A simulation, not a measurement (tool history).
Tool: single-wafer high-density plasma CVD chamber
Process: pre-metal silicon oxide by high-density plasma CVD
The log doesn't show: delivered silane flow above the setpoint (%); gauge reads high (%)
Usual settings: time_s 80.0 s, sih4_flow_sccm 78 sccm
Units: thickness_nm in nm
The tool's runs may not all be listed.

run,day,time_s,sih4_flow_sccm,wafers since the last listed run,hours since the silane flow controller was replaced,hours since the gauge calibration,"read-back reference wafer on the same gauge, thickness_nm",thickness_nm
1,0.000,80.0,69,0,3802.5,265.3,722.029,601.981
2,0.738,83.7,78,169,3820.2,283.0,722.241,701.804
3,1.042,83.7,78,69,3827.5,290.3,723.964,706.180
4,2.750,83.7,78,392,3868.5,331.3,722.723,699.897
5,3.267,80.0,78,118,3880.9,343.7,719.840,668.809
6,4.012,80.0,78,171,3898.8,361.6,722.436,672.989
7,5.567,80.0,78,356,3936.1,398.9,722.054,673.397
8,5.938,80.0,78,85,3945.0,407.8,723.182,667.778
9,6.479,80.0,71,124,3958.0,420.8,720.826,622.395
10,7.217,80.0,78,169,3975.7,438.5,722.849,673.557
11,7.850,80.0,84,145,3990.9,453.7,721.942,710.749
12,8.321,80.0,84,108,4002.2,465.0,721.016,711.457
13,8.892,80.0,78,131,4015.9,478.7,721.390,661.715
14,9.538,84.5,84,148,4031.4,494.2,721.558,755.142
15,10.192,80.0,78,150,4047.1,509.9,721.542,673.643
16,10.583,80.0,78,89,4056.5,519.3,722.454,667.321
17,11.225,80.0,78,147,4071.9,534.7,721.165,669.083
18,11.792,80.0,78,130,4085.5,548.3,721.671,666.977
19,12.325,80.0,78,122,4098.3,561.1,722.568,679.338
20,13.233,80.0,78,208,4120.1,582.9,721.290,669.860
21,13.958,87.6,78,166,4137.5,600.3,722.758,735.332
# day 14.633: silane flow controller replaced
22,14.654,87.6,78,83,0.5,617.0,722.359,743.516
23,14.796,74.2,78,32,3.9,620.4,722.234,622.988
24,15.496,90.0,78,160,20.7,637.2,722.305,753.460
25,15.796,80.0,78,68,27.9,644.4,722.390,670.612
26,16.546,92.7,90,172,45.9,662.4,722.523,894.810
27,17.229,71.5,86,156,62.3,678.8,721.890,654.224
28,17.596,85.8,69,84,71.1,687.6,721.345,642.110
29,18.325,80.0,78,167,88.6,705.1,722.184,671.053
30,18.900,94.1,82,131,102.4,718.9,721.385,818.443
31,19.412,64.6,78,117,114.7,731.2,721.299,538.215
32,19.850,73.0,82,100,125.2,741.7,722.798,646.170
# day 20.050: gauge calibrated
33,20.521,68.6,68,153,141.3,11.3,720.813,509.677
34,20.992,64.6,74,108,152.6,22.6,722.318,514.508
35,21.717,64.4,83,166,170.0,40.0,722.506,563.995
36,22.262,80.0,78,125,183.1,53.1,721.652,666.353
37,22.921,80.0,68,151,198.9,68.9,722.666,593.623
38,23.388,80.0,90,107,210.1,80.1,724.088,761.198
39,24.367,80.0,73,224,233.6,103.6,722.065,634.664
40,24.754,73.4,86,88,242.9,112.9,722.447,671.266
41,25.454,68.6,68,160,259.7,129.7,720.513,513.824
42,25.929,73.9,86,109,271.1,141.1,721.060,672.844
43,26.208,91.3,93,64,277.8,147.8,721.952,901.813
44,26.512,80.0,78,69,285.1,155.1,722.886,673.504
45,26.779,80.0,78,61,291.5,161.5,723.197,670.923

Forecast each of these 4 alternatives for the next run:
A,26.796,70.1,78,3,291.9,161.9,?,?
B,26.796,65.1,69,3,291.9,161.9,?,?
C,26.796,74.9,93,3,291.9,161.9,?,?
D,26.796,80.0,88,3,291.9,161.9,?,?

run,"read-back reference wafer on the same gauge, thickness_nm",thickness_nm
A,721.827,588.579
B,721.827,490.702
C,721.827,736.065
D,721.827,748.023
Without the tool's hidden state the same runs would have given:
run,thickness_nm
A,588.579
B,490.702
C,736.065
D,748.023
